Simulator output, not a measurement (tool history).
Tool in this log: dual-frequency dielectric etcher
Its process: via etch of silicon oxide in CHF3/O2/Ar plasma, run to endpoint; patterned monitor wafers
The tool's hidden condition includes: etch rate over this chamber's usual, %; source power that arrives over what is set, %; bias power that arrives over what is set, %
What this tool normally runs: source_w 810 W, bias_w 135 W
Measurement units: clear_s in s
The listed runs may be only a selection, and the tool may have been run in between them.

| run | hour | source_w | bias_w | wafers since the last listed run | hours since the last wet clean | hours since the last source power generator calibration | hours since the last bias power generator calibration | hours since the last upper electrode change | incoming incoming film thickness, nm | clear_s |
|---|---|---|---|---|---|---|---|---|---|---|
| 1 | 0.0 | 810 | 135 | 0 | 38.0 | 4252.3 | 2832.2 | 3528.0 | 796.8 | 389.3 |
| 2 | 25.0 | 810 | 135 | 137 | 63.0 | 4277.3 | 2857.2 | 3553.0 | 798.1 | 390.8 |
| 3 | 49.3 | 810 | 157 | 134 | 87.3 | 4301.6 | 2881.5 | 3577.3 | 792.7 | 361.5 |
| 4 | 69.1 | 810 | 157 | 109 | 107.1 | 4321.4 | 2901.3 | 3597.1 | 801.7 | 366.7 |
| 5 | 93.6 | 700 | 135 | 135 | 131.6 | 4345.9 | 2925.8 | 3621.6 | 792.9 | 418.1 |
| 6 | 109.6 | 700 | 135 | 88 | 147.6 | 4361.9 | 2941.8 | 3637.6 | 798.6 | 417.6 |
| 7 | 129.1 | 810 | 135 | 107 | 167.1 | 4381.4 | 2961.3 | 3657.1 | 799.4 | 395.3 |
| 8 | 141.7 | 810 | 135 | 69 | 179.7 | 4394.0 | 2973.9 | 3669.7 | 800.9 | 396.8 |
| 9 | 176.6 | 660 | 135 | 192 | 214.6 | 4428.9 | 3008.8 | 3704.6 | 803.4 | 440.1 |
| 10 | 192.0 | 660 | 135 | 84 | 230.0 | 4444.3 | 3024.2 | 3720.0 | 800.5 | 433.6 |
| 11 | 219.0 | 660 | 135 | 149 | 257.0 | 4471.3 | 3051.2 | 3747.0 | 798.1 | 435.5 |
| 12 | 232.4 | 810 | 135 | 73 | 270.4 | 4484.7 | 3064.6 | 3760.4 | 803.0 | 402.8 |
| 13 | 261.6 | 810 | 135 | 161 | 299.6 | 4513.9 | 3093.8 | 3789.6 | 795.2 | 397.2 |
| 14 | 280.1 | 930 | 127 | 102 | 318.1 | 4532.4 | 3112.3 | 3808.1 | 799.3 | 388.5 |
|  | 291.6 | source power generator calibrated |
| 15 | 303.7 | 930 | 127 | 108 | 341.7 | 12.1 | 3135.9 | 3831.7 | 802.7 | 388.7 |
| 16 | 330.9 | 860 | 135 | 150 | 368.9 | 39.3 | 3163.1 | 3858.9 | 804.4 | 394.1 |
|  | 358.3 | bias power generator calibrated |
| 17 | 358.8 | 860 | 135 | 131 | 396.8 | 67.2 | 0.5 | 3886.8 | 797.7 | 394.0 |
| 18 | 377.8 | 720 | 154 | 104 | 415.8 | 86.2 | 19.5 | 3905.8 | 803.0 | 402.7 |
| 19 | 407.7 | 990 | 162 | 165 | 445.7 | 116.1 | 49.4 | 3935.7 | 796.8 | 342.5 |
| 20 | 423.5 | 810 | 135 | 87 | 461.5 | 131.9 | 65.2 | 3951.5 | 794.6 | 408.8 |
| 21 | 436.9 | 940 | 147 | 73 | 474.9 | 145.3 | 78.6 | 3964.9 | 806.6 | 371.9 |
|  | 481.1 | wet clean of the chamber |
| 22 | 481.6 | 660 | 146 | 114 | 0.5 | 190.0 | 123.3 | 4009.6 | 795.9 | 406.1 |
| 23 | 493.3 | 980 | 144 | 64 | 12.2 | 201.7 | 135.0 | 4021.3 | 801.0 | 348.2 |
|  | 535.2 | upper electrode replaced |
| 24 | 535.7 | 650 | 158 | 101 | 54.6 | 244.1 | 177.4 | 0.5 | 802.9 | 400.0 |
| 25 | 548.9 | 700 | 120 | 72 | 67.8 | 257.3 | 190.6 | 13.7 | 791.6 | 438.5 |
| 26 | 573.5 | 660 | 163 | 135 | 92.4 | 281.9 | 215.2 | 38.3 | 797.9 | 391.9 |
| 27 | 593.2 | 1010 | 165 | 108 | 112.1 | 301.6 | 234.9 | 58.0 | 811.0 | 332.1 |
| 28 | 608.6 | 970 | 160 | 84 | 127.5 | 317.0 | 250.3 | 73.4 | 797.9 | 337.7 |
| 29 | 646.2 | 660 | 135 | 207 | 165.1 | 354.6 | 287.9 | 111.0 | 801.2 | 430.9 |
| 30 | 669.6 | 810 | 135 | 129 | 188.5 | 378.0 | 311.3 | 134.4 | 798.0 | 396.2 |
| 31 | 702.8 | 920 | 135 | 183 | 221.7 | 411.2 | 344.5 | 167.6 | 793.1 | 370.1 |
| 32 | 724.5 | 1000 | 135 | 119 | 243.4 | 432.9 | 366.2 | 189.3 | 803.5 | 364.4 |
| 33 | 760.4 | 980 | 144 | 198 | 279.3 | 468.8 | 402.1 | 225.2 | 800.6 | 356.1 |
| 34 | 776.9 | 1010 | 163 | 91 | 295.8 | 485.3 | 418.6 | 241.7 | 798.8 | 333.9 |

Take each entry between the runs: how does the hidden state at the last listed run before it differ from the hidden state at the first listed run after it?
From run 14 to run 15: source power generator calibrated (hour 291.6)
  etch rate over this chamber's usual, %: -3.55 -> -3.78
  measured result minus the result with no hidden state, clear_s: +13.8 -> +14.7 s
From run 16 to run 17: bias power generator calibrated (hour 358.3)
  etch rate over this chamber's usual, %: -4.05 -> -4.32
  measured result minus the result with no hidden state, clear_s: +15.9 -> +17.1 s
From run 21 to run 22: wet clean of the chamber (hour 481.1)
  etch rate over this chamber's usual, %: -5.09 -> -0.176
  measured result minus the result with no hidden state, clear_s: +19.0 -> +0.8 s
From run 23 to run 24: upper electrode replaced (hour 535.2)
  etch rate over this chamber's usual, %: -0.29 -> -0.706
  measured result minus the result with no hidden state, clear_s: +1.0 -> +2.8 s
